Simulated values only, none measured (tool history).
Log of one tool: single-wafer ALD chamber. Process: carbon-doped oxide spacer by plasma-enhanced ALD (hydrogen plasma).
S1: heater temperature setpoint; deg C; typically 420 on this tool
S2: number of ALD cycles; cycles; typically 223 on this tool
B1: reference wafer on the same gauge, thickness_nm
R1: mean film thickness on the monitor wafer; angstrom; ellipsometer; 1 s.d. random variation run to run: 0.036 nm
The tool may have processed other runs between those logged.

run,hour,S1,S2,B1,R1
1,0.0,426,192,11.203,89.02
2,53.3,426,192,11.184,88.13
# hour 94.3: gauge calibrated
3,132.1,420,223,11.192,104.69
4,194.5,420,223,11.217,103.79
5,232.6,420,223,11.186,104.26
6,333.4,420,223,11.199,104.71
7,396.6,420,223,11.189,104.39
8,483.7,420,223,11.194,104.02
9,708.1,413,223,11.184,106.18
10,810.5,413,223,11.187,106.21
11,878.1,430,223,11.195,101.41
12,916.8,420,238,11.204,110.53
13,1002.1,427,199,11.196,91.29
14,1051.1,414,188,11.188,88.81
15,1090.8,427,199,11.179,90.88
16,1142.7,420,223,11.188,104.13
# hour 1169.3: gauge calibrated
17,1231.5,424,235,11.196,108.06
# hour 1252.3: thermocouple changed; heater temperature recalibrated
18,1486.3,420,197,11.179,92.60
19,1560.3,420,223,11.217,104.35
20,1600.5,420,223,11.200,105.14
21,1681.0,420,196,11.198,92.02

Forecast each of these 4 alternatives for the next run:
A,1681.7,420,241,?,?
B,1681.7,433,205,?,?
C,1681.7,414,267,?,?
D,1681.7,412,223,?,?

run,B1,R1
A,11.194,113.24
B,11.194,92.76
C,11.194,127.59
D,11.194,107.16
What these runs would have given with no unlogged condition in the tool:
run,R1
A,114.73
B,94.03
C,129.25
D,108.55
